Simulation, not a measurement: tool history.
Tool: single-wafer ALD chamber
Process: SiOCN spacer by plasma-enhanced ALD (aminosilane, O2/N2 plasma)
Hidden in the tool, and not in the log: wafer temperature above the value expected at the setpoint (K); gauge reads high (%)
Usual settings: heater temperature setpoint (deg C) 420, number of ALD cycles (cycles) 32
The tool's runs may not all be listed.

run	hour	heater temperature setpoint (deg C)	number of ALD cycles (cycles)	wafers since the last listed run	hours since the last thermocouple change	hours since the gauge calibration	read-back reference wafer on the same gauge, thickness_nm	mean film thickness on the monitor wafer (angstrom)
1	0	420	32	0	2372.7	127	1.761	18.27
2	6.2	420	32	57	2378.9	133.2	1.759	18.31
3	18.2	420	32	110	2390.9	145.2	1.759	18.25
4	26.6	420	32	77	2399.3	153.6	1.76	18.34
5	38	420	27	104	2410.7	165	1.76	15.45
6	53.7	420	27	144	2426.4	180.7	1.76	15.44
7	65.9	420	32	112	2438.6	192.9	1.759	18.23
8	80.4	420	32	133	2453.1	207.4	1.76	18.23
9	86.7	420	32	57	2459.4	213.7	1.76	18.28
10	108.5	420	32	200	2481.2	235.5	1.76	18.29
11	117.7	420	32	84	2490.4	244.7	1.759	18.38
12	127.5	420	32	90	2500.2	254.5	1.759	18.28
13	143.5	420	32	147	2516.2	270.5	1.759	18.32
14	150.8	420	32	67	2523.5	277.8	1.76	18.4
15	161.7	420	32	100	2534.4	288.7	1.76	18.36
16	177.7	420	32	147	2550.4	304.7	1.76	18.32
# hour 188.9: thermocouple changed; heater temperature recalibrated
17	192.7	423	32	64	3.8	319.7	1.76	18.17
18	199.5	423	32	62	10.6	326.5	1.759	18.14
19	214.9	420	28	141	26	341.9	1.761	16.04
20	227.6	413	34	116	38.7	354.6	1.76	19.83
# hour 236.4: gauge calibrated
21	256.5	420	32	265	67.6	20.1	1.761	18.34
22	264.4	434	32	72	75.5	28	1.759	17.5
23	280.6	420	35	149	91.7	44.2	1.761	20.05
24	291.3	420	32	98	102.4	54.9	1.76	18.32
25	304.4	433	36	120	115.5	68	1.76	19.78
26	312.6	430	29	75	123.7	76.2	1.76	16.08
27	326.6	410	27	128	137.7	90.2	1.759	15.86
28	342.9	420	26	149	154	106.5	1.761	14.95
29	358.4	428	32	142	169.5	122	1.76	17.93
30	372.6	432	32	130	183.7	136.2	1.76	17.6
31	381.3	420	32	80	192.4	144.9	1.759	18.31
32	392.7	413	38	104	203.8	156.3	1.76	22.19
33	401.2	420	32	78	212.3	164.8	1.76	18.33
34	410.9	424	30	89	222	174.5	1.759	17
35	421.6	420	32	98	232.7	185.2	1.76	18.28
36	435.2	420	32	125	246.3	198.8	1.759	18.35
37	443.4	407	27	75	254.5	207	1.761	16.06
38	450.8	415	32	68	261.9	214.4	1.759	18.51

How the hidden state differs across the entries between the runs, from the last listed run before each to the first after it:
Between runs 16 and 17: thermocouple changed; heater temperature recalibrated (hour 188.9)
  no hidden state differs between the two runs
Between runs 20 and 21: gauge calibrated (hour 236.4)
  no hidden state differs between the two runs
